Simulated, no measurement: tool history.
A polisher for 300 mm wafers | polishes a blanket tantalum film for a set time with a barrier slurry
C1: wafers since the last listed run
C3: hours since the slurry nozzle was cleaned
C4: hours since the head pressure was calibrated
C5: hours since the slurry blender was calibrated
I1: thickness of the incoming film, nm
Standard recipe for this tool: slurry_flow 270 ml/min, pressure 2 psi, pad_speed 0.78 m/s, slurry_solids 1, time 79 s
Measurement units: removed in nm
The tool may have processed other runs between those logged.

{"run": 1, "hour": 0.0, "slurry_flow": 270, "pressure": 2.4, "pad_speed": 0.88, "slurry_solids": 1, "time": 79, "C1": 0, "wafers polished on this pad": 1577, "C3": 65.4, "C4": 709.8, "C5": 152.9, "I1": 319.8, "removed": 137.3}
{"hour": 40.8, "done": "head pressure recalibrated"}
{"run": 2, "hour": 79.9, "slurry_flow": 270, "pressure": 2.4, "pad_speed": 0.88, "slurry_solids": 1, "time": 79, "C1": 971, "wafers polished on this pad": 2549, "C3": 145.3, "C4": 39.1, "C5": 232.8, "I1": 323.2, "removed": 136.6}
{"run": 3, "hour": 145.6, "slurry_flow": 270, "pressure": 2.4, "pad_speed": 0.88, "slurry_solids": 1, "time": 79, "C1": 819, "wafers polished on this pad": 3368, "C3": 211, "C4": 104.8, "C5": 298.5, "I1": 312.9, "removed": 135.3}
{"hour": 208.2, "done": "worn pad replaced by a new one"}
{"run": 4, "hour": 233.3, "slurry_flow": 310, "pressure": 2, "pad_speed": 0.78, "slurry_solids": 1, "time": 79, "C1": 1044, "wafers polished on this pad": 313, "C3": 298.7, "C4": 192.5, "C5": 386.2, "I1": 322.5, "removed": 106.4}
{"hour": 246.8, "done": "slurry blender recalibrated"}
{"run": 5, "hour": 304.6, "slurry_flow": 310, "pressure": 2, "pad_speed": 0.78, "slurry_solids": 1, "time": 79, "C1": 864, "wafers polished on this pad": 1177, "C3": 370, "C4": 263.8, "C5": 57.8, "I1": 317.7, "removed": 117.6}
{"run": 6, "hour": 360.7, "slurry_flow": 310, "pressure": 2, "pad_speed": 0.78, "slurry_solids": 1, "time": 79, "C1": 699, "wafers polished on this pad": 1877, "C3": 426.1, "C4": 319.9, "C5": 113.9, "I1": 318.6, "removed": 114.7}
{"run": 7, "hour": 427.7, "slurry_flow": 270, "pressure": 2, "pad_speed": 0.78, "slurry_solids": 1, "time": 79, "C1": 835, "wafers polished on this pad": 2713, "C3": 493.1, "C4": 386.9, "C5": 180.9, "I1": 321, "removed": 113.7}
{"run": 8, "hour": 486.6, "slurry_flow": 270, "pressure": 2, "pad_speed": 0.78, "slurry_solids": 1, "time": 79, "C1": 734, "wafers polished on this pad": 3448, "C3": 552, "C4": 445.8, "C5": 239.8, "I1": 319.6, "removed": 112.3}
{"run": 9, "hour": 541.1, "slurry_flow": 270, "pressure": 2, "pad_speed": 0.78, "slurry_solids": 1, "time": 79, "C1": 679, "wafers polished on this pad": 4128, "C3": 606.5, "C4": 500.3, "C5": 294.3, "I1": 315.2, "removed": 110}
{"hour": 590.2, "done": "worn pad replaced by a new one"}
{"run": 10, "hour": 618.7, "slurry_flow": 270, "pressure": 2, "pad_speed": 0.78, "slurry_solids": 1, "time": 79, "C1": 918, "wafers polished on this pad": 355, "C3": 684.1, "C4": 577.9, "C5": 371.9, "I1": 323.8, "removed": 105.4}
{"hour": 635.3, "done": "slurry blender recalibrated"}
{"run": 11, "hour": 663.2, "slurry_flow": 270, "pressure": 2, "pad_speed": 0.78, "slurry_solids": 1, "time": 79, "C1": 530, "wafers polished on this pad": 886, "C3": 728.6, "C4": 622.4, "C5": 27.9, "I1": 322.8, "removed": 91.7}
{"hour": 687.0, "done": "slurry nozzle cleaned"}
{"run": 12, "hour": 724.8, "slurry_flow": 270, "pressure": 2, "pad_speed": 0.78, "slurry_solids": 1, "time": 64, "C1": 756, "wafers polished on this pad": 1642, "C3": 37.8, "C4": 684, "C5": 89.5, "I1": 324.5, "removed": 72.9}
{"hour": 752.5, "done": "head pressure recalibrated"}
{"run": 13, "hour": 951.7, "slurry_flow": 240, "pressure": 2, "pad_speed": 0.78, "slurry_solids": 0.8, "time": 79, "C1": 2805, "wafers polished on this pad": 4448, "C3": 264.7, "C4": 199.2, "C5": 316.4, "I1": 324.6, "removed": 60.4}
{"hour": 986.2, "done": "worn pad replaced by a new one"}
{"hour": 1022.6, "done": "slurry blender recalibrated, repeated, since the last time left the tool worse"}
{"run": 14, "hour": 1034.9, "slurry_flow": 215, "pressure": 2.6, "pad_speed": 0.78, "slurry_solids": 0.85, "time": 68, "C1": 963, "wafers polished on this pad": 582, "C3": 347.9, "C4": 282.4, "C5": 12.3, "I1": 320, "removed": 104}
{"run": 15, "hour": 1107.0, "slurry_flow": 240, "pressure": 2, "pad_speed": 0.78, "slurry_solids": 0.8, "time": 79, "C1": 899, "wafers polished on this pad": 1481, "C3": 420, "C4": 354.5, "C5": 84.4, "I1": 320.9, "removed": 98.8}
{"run": 16, "hour": 1161.7, "slurry_flow": 270, "pressure": 2, "pad_speed": 0.58, "slurry_solids": 1, "time": 79, "C1": 682, "wafers polished on this pad": 2164, "C3": 474.7, "C4": 409.2, "C5": 139.1, "I1": 323, "removed": 93.9}
{"run": 17, "hour": 1228.8, "slurry_flow": 270, "pressure": 2, "pad_speed": 0.78, "slurry_solids": 1, "time": 79, "C1": 837, "wafers polished on this pad": 3001, "C3": 541.8, "C4": 476.3, "C5": 206.2, "I1": 323.2, "removed": 111.1}
{"run": 18, "hour": 1285.7, "slurry_flow": 325, "pressure": 2, "pad_speed": 0.62, "slurry_solids": 1, "time": 79, "C1": 709, "wafers polished on this pad": 3711, "C3": 598.7, "C4": 533.2, "C5": 263.1, "I1": 318.6, "removed": 96.5}
{"hour": 1352.1, "done": "slurry nozzle cleaned"}
{"hour": 1358.8, "done": "worn pad replaced by a new one"}
{"run": 19, "hour": 1365.1, "slurry_flow": 270, "pressure": 2, "pad_speed": 0.78, "slurry_solids": 0.85, "time": 63, "C1": 928, "wafers polished on this pad": 78, "C3": 13, "C4": 612.6, "C5": 342.5, "I1": 316.2, "removed": 76.1}
{"hour": 1397.8, "done": "slurry blender recalibrated"}
{"run": 20, "hour": 1455.8, "slurry_flow": 270, "pressure": 1.4, "pad_speed": 0.78, "slurry_solids": 1, "time": 70, "C1": 1106, "wafers polished on this pad": 1184, "C3": 103.7, "C4": 703.3, "C5": 58, "I1": 319.6, "removed": 83.3}
{"run": 21, "hour": 1524.1, "slurry_flow": 270, "pressure": 2.7, "pad_speed": 0.78, "slurry_solids": 1, "time": 105, "C1": 852, "wafers polished on this pad": 2037, "C3": 172, "C4": 771.6, "C5": 126.3, "I1": 320.3, "removed": 184.8}
{"hour": 1534.5, "done": "head pressure recalibrated"}
{"run": 22, "hour": 1739.5, "slurry_flow": 175, "pressure": 2.7, "pad_speed": 1.02, "slurry_solids": 1.25, "time": 79, "C1": 2662, "wafers polished on this pad": 4699, "C3": 387.4, "C4": 205, "C5": 341.7, "I1": 322.1, "removed": 167.4}
{"hour": 1771.4, "done": "slurry blender recalibrated"}
{"hour": 1797.7, "done": "worn pad replaced by a new one"}
{"run": 23, "hour": 1798.2, "slurry_flow": 355, "pressure": 2.4, "pad_speed": 0.86, "slurry_solids": 1, "time": 54, "C1": 657, "wafers polished on this pad": 5, "C3": 446.1, "C4": 263.7, "C5": 26.8, "I1": 326.3, "removed": 96.4}
{"run": 24, "hour": 1868.8, "slurry_flow": 175, "pressure": 2.7, "pad_speed": 1.02, "slurry_solids": 1.25, "time": 79, "C1": 880, "wafers polished on this pad": 886, "C3": 516.7, "C4": 334.3, "C5": 97.4, "I1": 324.4, "removed": 174.3}
{"run": 25, "hour": 1935.0, "slurry_flow": 270, "pressure": 2, "pad_speed": 0.78, "slurry_solids": 1, "time": 79, "C1": 825, "wafers polished on this pad": 1712, "C3": 582.9, "C4": 400.5, "C5": 163.6, "I1": 325, "removed": 113}

Each row is a separate what-if for the run after 25, all from the same tool condition, not one after another. Results?
{"run": "A", "hour": 1935.4, "slurry_flow": 270, "pressure": 2, "pad_speed": 0.78, "slurry_solids": 1, "time": 79, "C1": 4, "wafers polished on this pad": 1717, "C3": 583.3, "C4": 400.9, "C5": 164, "I1": 314.1, "removed": "?"}
{"run": "B", "hour": 1935.4, "slurry_flow": 270, "pressure": 2, "pad_speed": 0.78, "slurry_solids": 1.3, "time": 79, "C1": 4, "wafers polished on this pad": 1717, "C3": 583.3, "C4": 400.9, "C5": 164, "I1": 314.1, "removed": "?"}
{"run": "C", "hour": 1935.4, "slurry_flow": 225, "pressure": 1.8, "pad_speed": 0.54, "slurry_solids": 1, "time": 79, "C1": 4, "wafers polished on this pad": 1717, "C3": 583.3, "C4": 400.9, "C5": 164, "I1": 314.1, "removed": "?"}

run=A removed=113.3
run=B removed=125.2
run=C removed=83.1
Had the tool no hidden state, the same runs would have come out as:
run=A removed=115.2
run=B removed=126.8
run=C removed=84.5

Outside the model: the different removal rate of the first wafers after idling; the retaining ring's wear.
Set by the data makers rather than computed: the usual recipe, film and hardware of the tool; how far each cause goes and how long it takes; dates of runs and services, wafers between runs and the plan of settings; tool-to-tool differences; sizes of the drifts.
